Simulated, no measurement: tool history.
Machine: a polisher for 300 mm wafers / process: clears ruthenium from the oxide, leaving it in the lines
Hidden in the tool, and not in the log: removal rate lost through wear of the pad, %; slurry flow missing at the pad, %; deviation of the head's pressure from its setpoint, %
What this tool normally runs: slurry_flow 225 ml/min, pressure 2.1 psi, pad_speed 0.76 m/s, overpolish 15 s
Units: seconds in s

run	hour	slurry_flow	pressure	pad_speed	overpolish	wafers since the last listed run	wafers polished on this pad	hours since the slurry nozzle was cleaned	hours since the head pressure was calibrated	incoming thickness of the incoming film, nm	seconds
1	0.0	225	2.1	0.76	15	0	943	354.6	601.0	90.3	88.5
2	19.5	225	2.1	0.76	15	121	1065	374.1	620.5	89.9	87.0
# hour 38.7: worn pad replaced by a new one
3	49.5	225	2.1	0.76	15	162	67	404.1	650.5	89.2	87.6
4	72.8	225	2.1	0.76	15	145	213	427.4	673.8	89.3	89.9
5	100.3	225	2.1	0.76	15	171	384	454.9	701.3	90.8	88.9
6	119.9	225	2.1	0.76	15	122	507	474.5	720.9	89.4	87.9
7	150.2	225	2.1	0.76	15	189	696	504.8	751.2	90.8	88.9
# hour 168.5: slurry nozzle cleaned
8	171.3	225	2.1	0.76	15	125	822	2.8	772.3	88.4	83.7
9	183.8	225	2.1	0.76	15	78	900	15.3	784.8	89.8	86.5
10	206.5	225	2.1	0.76	15	141	1042	38.0	807.5	90.0	85.2
11	223.9	225	2.1	0.76	15	108	1150	55.4	824.9	89.4	83.6
# hour 244.0: worn pad replaced by a new one, of another model than before
12	244.7	225	1.7	0.76	15	104	4	76.2	845.7	91.6	99.1
13	278.8	225	1.7	0.76	15	212	217	110.3	879.8	89.2	96.8
14	339.5	225	1.7	0.76	15	379	596	171.0	940.5	90.0	101.1
15	434.0	225	2.1	0.76	10	590	1186	265.5	1035.0	90.1	94.5
16	460.8	225	2.1	0.76	15	167	1354	292.3	1061.8	90.1	94.4
# hour 473.7: worn pad replaced by a new one
17	487.3	225	2.1	0.76	15	140	85	318.8	1088.3	89.4	96.0
# hour 500.1: head pressure recalibrated
18	523.3	225	2.1	0.76	15	212	297	354.8	23.2	90.1	96.8
19	550.7	225	2.1	0.76	15	171	468	382.2	50.6	89.9	95.6
20	580.7	160	2.1	0.76	15	187	656	412.2	80.6	89.6	114.7
21	595.2	225	2.1	0.76	15	90	746	426.7	95.1	89.9	97.7
22	628.4	225	1.5	0.76	8	207	953	459.9	128.3	89.8	115.2
23	648.4	225	2.1	0.76	15	124	1078	479.9	148.3	89.9	99.4
24	666.9	185	2.5	0.88	23	115	1194	498.4	166.8	89.4	85.6
# hour 697.0: worn pad replaced by a new one
25	698.3	225	1.8	0.58	15	171	8	529.8	198.2	90.0	138.3
26	729.9	225	2.1	0.76	15	197	205	561.4	229.8	89.9	102.1
# hour 736.2: slurry nozzle cleaned
27	742.2	280	2.1	0.76	15	70	276	6.0	242.1	89.8	82.5
28	766.9	225	2.1	0.76	15	154	430	30.7	266.8	90.4	85.5
29	792.5	180	2.3	0.76	15	159	590	56.3	292.4	89.8	86.5
30	809.7	175	2.3	0.98	22	107	697	73.5	309.6	90.4	68.9

Run 31, settings as shown, results not yet in. Your forecast:
31	834.6	225	2.1	0.76	11	155	853	98.4	334.5	88.0	?

Run 31 came out at seconds 88.0 s.
Without the tool's hidden state the same run would have given seconds 83.7 s.
